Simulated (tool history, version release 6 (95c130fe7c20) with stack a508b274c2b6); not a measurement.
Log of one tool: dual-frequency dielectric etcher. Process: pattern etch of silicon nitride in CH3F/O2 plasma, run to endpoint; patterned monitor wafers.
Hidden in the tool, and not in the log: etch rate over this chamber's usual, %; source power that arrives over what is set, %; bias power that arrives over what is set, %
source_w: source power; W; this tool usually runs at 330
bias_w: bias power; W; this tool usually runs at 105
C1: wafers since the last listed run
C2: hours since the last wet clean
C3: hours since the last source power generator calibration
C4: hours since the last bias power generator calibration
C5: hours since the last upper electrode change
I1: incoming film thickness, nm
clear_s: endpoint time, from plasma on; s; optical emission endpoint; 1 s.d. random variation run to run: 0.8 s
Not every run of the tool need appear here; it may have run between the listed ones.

{"run": 1, "day": 0.0, "source_w": 330, "bias_w": 118, "C1": 0, "C2": 318.4, "C3": 5091.5, "C4": 2514.6, "C5": 3869.5, "I1": 90.2, "clear_s": 85.2}
{"run": 2, "day": 0.429, "source_w": 330, "bias_w": 105, "C1": 78, "C2": 328.7, "C3": 5101.8, "C4": 2524.9, "C5": 3879.8, "I1": 91.1, "clear_s": 88.8}
{"run": 3, "day": 1.071, "source_w": 330, "bias_w": 105, "C1": 117, "C2": 344.1, "C3": 5117.2, "C4": 2540.3, "C5": 3895.2, "I1": 92.1, "clear_s": 91}
{"run": 4, "day": 1.8, "source_w": 330, "bias_w": 105, "C1": 133, "C2": 361.6, "C3": 5134.7, "C4": 2557.8, "C5": 3912.7, "I1": 91, "clear_s": 86.6}
{"run": 5, "day": 2.346, "source_w": 330, "bias_w": 105, "C1": 99, "C2": 374.7, "C3": 5147.8, "C4": 2570.9, "C5": 3925.8, "I1": 90.8, "clear_s": 88.1}
{"run": 6, "day": 3.083, "source_w": 330, "bias_w": 105, "C1": 134, "C2": 392.4, "C3": 5165.5, "C4": 2588.6, "C5": 3943.5, "I1": 91.4, "clear_s": 89.1}
{"run": 7, "day": 3.396, "source_w": 330, "bias_w": 105, "C1": 57, "C2": 399.9, "C3": 5173, "C4": 2596.1, "C5": 3951, "I1": 90.3, "clear_s": 87.9}
{"run": 8, "day": 3.879, "source_w": 330, "bias_w": 105, "C1": 88, "C2": 411.5, "C3": 5184.6, "C4": 2607.7, "C5": 3962.6, "I1": 90.1, "clear_s": 86.7}
{"run": 9, "day": 4.446, "source_w": 330, "bias_w": 105, "C1": 103, "C2": 425.1, "C3": 5198.2, "C4": 2621.3, "C5": 3976.2, "I1": 90.7, "clear_s": 87.8}
{"day": 5.912, "done": "wet clean of the chamber"}
{"run": 10, "day": 5.933, "source_w": 330, "bias_w": 105, "C1": 88, "C2": 0.5, "C3": 5233.9, "C4": 2657, "C5": 4011.9, "I1": 90.7, "clear_s": 98.4}
{"run": 11, "day": 5.95, "source_w": 330, "bias_w": 105, "C1": 3, "C2": 0.9, "C3": 5234.3, "C4": 2657.4, "C5": 4012.3, "I1": 91, "clear_s": 98.1}
{"run": 12, "day": 6.279, "source_w": 330, "bias_w": 105, "C1": 60, "C2": 8.8, "C3": 5242.2, "C4": 2665.3, "C5": 4020.2, "I1": 90.8, "clear_s": 97.5}
{"run": 13, "day": 6.754, "source_w": 390, "bias_w": 93, "C1": 86, "C2": 20.2, "C3": 5253.6, "C4": 2676.7, "C5": 4031.6, "I1": 90.4, "clear_s": 97}
{"day": 7.538, "done": "bias power generator calibrated"}
{"run": 14, "day": 7.558, "source_w": 390, "bias_w": 93, "C1": 116, "C2": 39.5, "C3": 5272.9, "C4": 0.5, "C5": 4050.9, "I1": 89.9, "clear_s": 96.8}
{"day": 8.792, "done": "wet clean of the chamber, repeated, since the last time left the tool worse"}
{"run": 15, "day": 8.812, "source_w": 390, "bias_w": 93, "C1": 46, "C2": 0.5, "C3": 5303, "C4": 30.6, "C5": 4081, "I1": 90.4, "clear_s": 88.8}
{"run": 16, "day": 8.829, "source_w": 330, "bias_w": 105, "C1": 3, "C2": 0.9, "C3": 5303.4, "C4": 31, "C5": 4081.4, "I1": 91.4, "clear_s": 90.4}
{"run": 17, "day": 9.371, "source_w": 380, "bias_w": 118, "C1": 98, "C2": 13.9, "C3": 5316.4, "C4": 44, "C5": 4094.4, "I1": 89.7, "clear_s": 84.6}
{"day": 9.746, "done": "source power generator calibrated"}
{"run": 18, "day": 10.058, "source_w": 360, "bias_w": 116, "C1": 95, "C2": 30.4, "C3": 7.5, "C4": 60.5, "C5": 4110.9, "I1": 90.4, "clear_s": 85}
{"run": 19, "day": 10.592, "source_w": 260, "bias_w": 105, "C1": 97, "C2": 43.2, "C3": 20.3, "C4": 73.3, "C5": 4123.7, "I1": 91.1, "clear_s": 93.4}
{"run": 20, "day": 11.308, "source_w": 290, "bias_w": 95, "C1": 130, "C2": 60.4, "C3": 37.5, "C4": 90.5, "C5": 4140.9, "I1": 91.5, "clear_s": 96.2}
{"day": 12.558, "done": "upper electrode replaced"}
{"run": 21, "day": 12.579, "source_w": 260, "bias_w": 112, "C1": 49, "C2": 90.9, "C3": 68, "C4": 121, "C5": 0.5, "I1": 90.2, "clear_s": 93.2}
{"run": 22, "day": 12.596, "source_w": 330, "bias_w": 118, "C1": 3, "C2": 91.3, "C3": 68.4, "C4": 121.4, "C5": 0.9, "I1": 90.9, "clear_s": 84.5}
{"run": 23, "day": 12.608, "source_w": 330, "bias_w": 105, "C1": 2, "C2": 91.6, "C3": 68.7, "C4": 121.7, "C5": 1.2, "I1": 90, "clear_s": 87.9}
{"run": 24, "day": 12.979, "source_w": 310, "bias_w": 122, "C1": 67, "C2": 100.5, "C3": 77.6, "C4": 130.6, "C5": 10.1, "I1": 92.1, "clear_s": 87.2}
{"run": 25, "day": 13.471, "source_w": 380, "bias_w": 89, "C1": 89, "C2": 112.3, "C3": 89.4, "C4": 142.4, "C5": 21.9, "I1": 90.6, "clear_s": 90.3}
{"run": 26, "day": 14.096, "source_w": 260, "bias_w": 117, "C1": 114, "C2": 127.3, "C3": 104.4, "C4": 157.4, "C5": 36.9, "I1": 91, "clear_s": 90.9}
{"run": 27, "day": 14.429, "source_w": 330, "bias_w": 105, "C1": 60, "C2": 135.3, "C3": 112.4, "C4": 165.4, "C5": 44.9, "I1": 90.4, "clear_s": 87.9}
{"run": 28, "day": 15.162, "source_w": 390, "bias_w": 93, "C1": 133, "C2": 152.9, "C3": 130, "C4": 183, "C5": 62.5, "I1": 90.7, "clear_s": 87.7}
{"run": 29, "day": 17.05, "source_w": 330, "bias_w": 84, "C1": 344, "C2": 198.2, "C3": 175.3, "C4": 228.3, "C5": 107.8, "I1": 90.7, "clear_s": 95.6}
{"run": 30, "day": 19.088, "source_w": 330, "bias_w": 125, "C1": 371, "C2": 247.1, "C3": 224.2, "C4": 277.2, "C5": 156.7, "I1": 90.8, "clear_s": 82.4}
{"run": 31, "day": 19.462, "source_w": 330, "bias_w": 115, "C1": 68, "C2": 256.1, "C3": 233.2, "C4": 286.2, "C5": 165.7, "I1": 90.3, "clear_s": 85.3}
{"run": 32, "day": 19.983, "source_w": 330, "bias_w": 119, "C1": 95, "C2": 268.6, "C3": 245.7, "C4": 298.7, "C5": 178.2, "I1": 91.1, "clear_s": 84}
{"run": 33, "day": 20.65, "source_w": 370, "bias_w": 105, "C1": 121, "C2": 284.6, "C3": 261.7, "C4": 314.7, "C5": 194.2, "I1": 90.2, "clear_s": 85.4}
{"run": 34, "day": 20.921, "source_w": 410, "bias_w": 105, "C1": 49, "C2": 291.1, "C3": 268.2, "C4": 321.2, "C5": 200.7, "I1": 90.3, "clear_s": 85}
{"run": 35, "day": 21.283, "source_w": 400, "bias_w": 123, "C1": 66, "C2": 299.8, "C3": 276.9, "C4": 329.9, "C5": 209.4, "I1": 90.5, "clear_s": 79.4}

Below, each run's measurement less what the same run would have read without the hidden state. Both values contain the same run-to-run variation, but the gauge's scatter may not be the same in both:
run=1 clear_s=-2.6
run=2 clear_s=-2.8
run=3 clear_s=-3.1
run=4 clear_s=-3.1
run=5 clear_s=-3.1
run=6 clear_s=-3.3
run=7 clear_s=-3.4
run=8 clear_s=-3.4
run=9 clear_s=-3.5
run=10 clear_s=+6.8
run=11 clear_s=+6.8
run=12 clear_s=+6.7
run=13 clear_s=+6.5
run=14 clear_s=+6.4
run=15 clear_s=-0.6
run=16 clear_s=-0.6
run=17 clear_s=-0.7
run=18 clear_s=-0.8
run=19 clear_s=-0.9
run=20 clear_s=-1.1
run=21 clear_s=-1.3
run=22 clear_s=-1.3
run=23 clear_s=-1.3
run=24 clear_s=-1.3
run=25 clear_s=-1.5
run=26 clear_s=-1.7
run=27 clear_s=-1.6
run=28 clear_s=-1.8
run=29 clear_s=-2.3
run=30 clear_s=-2.3
run=31 clear_s=-2.5
run=32 clear_s=-2.6
run=33 clear_s=-2.7
run=34 clear_s=-2.8
run=35 clear_s=-2.6
